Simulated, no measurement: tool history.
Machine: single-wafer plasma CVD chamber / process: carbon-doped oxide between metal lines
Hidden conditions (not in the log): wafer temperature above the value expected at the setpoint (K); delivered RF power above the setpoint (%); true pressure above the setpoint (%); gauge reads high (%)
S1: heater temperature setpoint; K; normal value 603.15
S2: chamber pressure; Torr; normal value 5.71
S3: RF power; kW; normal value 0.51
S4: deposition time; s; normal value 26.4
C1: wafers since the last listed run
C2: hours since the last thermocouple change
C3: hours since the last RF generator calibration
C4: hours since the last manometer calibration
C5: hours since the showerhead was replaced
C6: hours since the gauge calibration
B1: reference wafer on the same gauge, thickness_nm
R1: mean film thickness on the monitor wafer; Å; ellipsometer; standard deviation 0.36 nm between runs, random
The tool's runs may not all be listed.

run	day	S1	S2	S3	S4	C1	C2	C3	C4	C5	C6	B1	R1
1	0	612.15	5.71	0.51	26.4	0	1750.9	1865.4	1898.9	4441.9	5.3	143.078	1437.1
2	2.233	612.15	5.71	0.51	26.4	1502	1804.5	1919	1952.5	4495.5	58.9	143.029	1445.36
3	4.175	612.15	5.71	0.51	26.4	1306	1851.1	1965.6	1999.1	4542.1	105.5	143.036	1442.95
4	5.179	603.15	5.71	0.51	30.4	675	1875.2	1989.7	2023.2	4566.2	129.6	143.035	1696.63
5	7.25	603.15	5.71	0.51	30.4	1393	1924.9	2039.4	2072.9	4615.9	179.3	143.166	1691.57
6	8.504	603.15	5.71	0.51	30.4	843	1955	2069.5	2103	4646	209.4	142.872	1702.18
7	10.354	603.15	5.71	0.51	26.4	1244	1999.4	2113.9	2147.4	4690.4	253.8	143.016	1477.89
# day 11.171: RF generator calibrated
8	13.188	603.15	5.71	0.51	26.4	1681	2067.4	48.4	2215.4	4758.4	321.8	142.993	1445.42
9	16.1	603.15	5.71	0.51	26.4	1959	2137.3	118.3	2285.3	4828.3	391.7	142.906	1434.18
10	18.546	603.15	4.82	0.51	26.4	1645	2196	177	2344	4887	450.4	142.895	1383.62
11	20.062	603.15	5.71	0.51	30.4	1020	2232.4	213.4	2380.4	4923.4	486.8	143.038	1644.86
# day 21.017: RF generator calibrated, repeated, since the last time left the tool worse
12	21.438	593.15	5.71	0.51	23.9	700	2265.4	10.1	2413.4	4956.4	519.8	143.058	1426.21
13	23.5	613.15	6.23	0.59	21.3	1387	2314.9	59.6	2462.9	5005.9	569.3	142.924	1328.09
14	26.588	603.15	5.71	0.51	26.4	2076	2389	133.7	2537	5080	643.4	142.942	1510.37
15	30.538	603.15	6.08	0.51	26.4	2657	2483.8	228.5	2631.8	5174.8	738.2	143.003	1526.06
16	33.104	603.15	4.36	0.46	23.7	1726	2545.4	290.1	2693.4	5236.4	799.8	143.033	1204.99
17	34.354	603.15	5.71	0.51	28.8	840	2575.4	320.1	2723.4	5266.4	829.8	142.915	1648.22
18	37.267	603.15	4.58	0.51	26.4	1959	2645.3	390	2793.3	5336.3	899.7	142.975	1442.66
# day 39.325: capacitance manometer re-zeroed and calibrated
19	39.346	595.15	5.71	0.605	26.4	1174	2695.2	439.9	0.5	5386.2	949.6	142.933	1712.95
# day 41.7: thermocouple changed; heater temperature recalibrated
# day 41.996: showerhead replaced
20	42.017	603.15	6.78	0.51	26.4	1373	7.6	504	64.6	0.5	1013.7	142.904	1525.49
21	43.75	591.15	5.71	0.51	26.4	1165	49.2	545.6	106.2	42.1	1055.3	142.874	1561.21
# day 43.817: gauge calibrated
22	46.108	603.15	5.71	0.51	23.5	1586	105.8	602.2	162.8	98.7	55	143.084	1343.2
23	48.229	603.15	5.71	0.585	31.5	1426	156.7	653.1	213.7	149.6	105.9	143.015	1939.26
24	50.796	612.15	6.86	0.485	30.9	1726	218.3	714.7	275.3	211.2	167.5	142.905	1683.43
25	53.283	603.15	5.34	0.51	26.4	1673	278	774.4	335	270.9	227.2	143.042	1477.45
26	55.317	614.15	6.62	0.61	21.3	1367	326.8	823.2	383.8	319.7	276	142.931	1333.49
27	58.008	603.15	5.17	0.43	31.7	1810	391.4	887.8	448.4	384.3	340.6	142.932	1562.43

5 ways to go on from here, each from the tool as it stands after run 27. What would each give?
A	58.025	603.15	5.71	0.51	26.4	11	391.8	888.2	448.8	384.7	341	?	?
B	58.025	603.15	6.1	0.51	21.6	11	391.8	888.2	448.8	384.7	341	?	?
C	58.025	611.15	7.12	0.51	26.4	11	391.8	888.2	448.8	384.7	341	?	?
D	58.025	603.15	5.71	0.47	30.1	11	391.8	888.2	448.8	384.7	341	?	?
E	58.025	603.15	5.71	0.425	26.4	11	391.8	888.2	448.8	384.7	341	?	?

run	B1	R1
A	143.053	1495.79
B	143.053	1239.91
C	143.053	1497.56
D	143.053	1616.6
E	143.053	1320.8
With no hidden state in the tool, these same runs would have given:
run	R1
A	1531.96
B	1269.89
C	1533.77
D	1656.49
E	1358.2
